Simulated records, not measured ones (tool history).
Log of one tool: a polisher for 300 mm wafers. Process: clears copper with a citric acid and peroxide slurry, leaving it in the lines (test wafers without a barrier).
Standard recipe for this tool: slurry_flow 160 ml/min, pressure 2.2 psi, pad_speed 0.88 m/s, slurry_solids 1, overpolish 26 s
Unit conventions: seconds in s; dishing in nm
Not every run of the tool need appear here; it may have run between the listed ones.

run,hour,slurry_flow,pressure,pad_speed,slurry_solids,overpolish,wafers since the last listed run,wafers polished on this pad,hours since the slurry nozzle was cleaned,hours since the head pressure was calibrated,hours since the slurry blender was calibrated,"incoming thickness of the incoming film, nm",seconds,dishing
1,0,160,2.2,0.88,1,26,0,790,463.1,1372.5,141.8,159.9,92.9,31.4
2,12.6,160,2.2,0.88,1,26,87,877,475.7,1385.1,154.4,159.1,92.9,30
3,47.5,160,2.2,0.88,1,26,241,1119,510.6,1420,189.3,158.9,95.7,29.3
4,73.2,160,2.2,0.88,1,26,177,1297,536.3,1445.7,215,160.3,101,28.9
5,94.8,160,1.7,0.96,1,26,149,1446,557.9,1467.3,236.6,160.3,116.8,25.1
# hour 111.6: worn pad replaced by a new one
6,121.9,160,2.2,0.88,1,19,159,71,585,1494.4,263.7,161.5,89.4,23.6
7,140,160,2.4,0.88,1,26,125,196,603.1,1512.5,281.8,162.1,83.4,32.6
8,170.7,160,2.4,0.88,1,26,212,409,633.8,1543.2,312.5,161.7,87.7,31.7
9,201.8,160,2.2,0.88,1,26,215,624,664.9,1574.3,343.6,162.4,91.2,29.5
# hour 204.3: head pressure recalibrated
10,230.2,160,2.2,0.88,1,26,182,807,693.3,25.9,372,158.8,94.5,29.1
11,247.1,190,2.2,0.88,1,26,117,924,710.2,42.8,388.9,159.5,93.5,29.7
12,268.5,160,2.2,0.88,0.8,26,148,1072,731.6,64.2,410.3,159.5,105.1,26.3
# hour 285.8: slurry nozzle cleaned
13,288,160,2.2,1.06,0.8,26,128,1200,2.2,83.7,429.8,163,83.1,32.9
# hour 291.8: slurry blender recalibrated
14,321.8,160,2.2,0.68,1,26,220,1420,36,117.5,30,159.5,121.5,23.1
# hour 330.5: worn pad replaced by a new one
15,343.9,200,2.2,0.64,1.15,26,125,93,58.1,139.6,52.1,159.4,107.2,26.2
16,364.7,160,2.2,0.88,1,26,144,237,78.9,160.4,72.9,158.5,85.3,32
17,399.8,180,2.2,0.88,0.75,26,243,480,114,195.5,108,157.3,87,30.3
18,428.2,160,1.8,1.02,1,26,196,676,142.4,223.9,136.4,159,87.9,30.1
19,446.4,115,2.5,1.18,1.15,26,126,802,160.6,242.1,154.6,160.9,61.7,42
20,481.4,110,2.2,0.88,1,26,242,1045,195.6,277.1,189.6,161,99.3,28.6
21,508.5,160,2.4,0.88,1,26,187,1232,222.7,304.2,216.7,156.7,85.3,31.5
# hour 515.1: worn pad replaced by a new one
22,524.9,160,2.2,0.88,1.25,19,85,68,239.1,320.6,233.1,157.3,81.6,24.8

Below are 5 alternative next runs, each starting from the tool's condition after run 22. Predict each:
A,525.4,160,2.2,0.88,1,26,3,71,239.6,321.1,233.6,160.7,?,?
B,525.4,160,2.2,1.06,0.9,11,3,71,239.6,321.1,233.6,160.7,?,?
C,525.4,160,2.2,0.88,1,10,3,71,239.6,321.1,233.6,160.7,?,?
D,525.4,210,2.2,0.88,1,32,3,71,239.6,321.1,233.6,160.7,?,?
E,525.4,125,2.2,0.88,1.25,16,3,71,239.6,321.1,233.6,160.7,?,?

run,seconds,dishing
A,86.1,31.6
B,73.8,16.9
C,86.1,13.4
D,82.4,39
E,85.9,20.7
The same runs, with their run-to-run variation unchanged, on a tool lacking any hidden condition would have given:
run,seconds,dishing
A,83.8,32.4
B,71.8,17.3
C,83.8,13.7
D,80.3,39.8
E,83.4,21.2
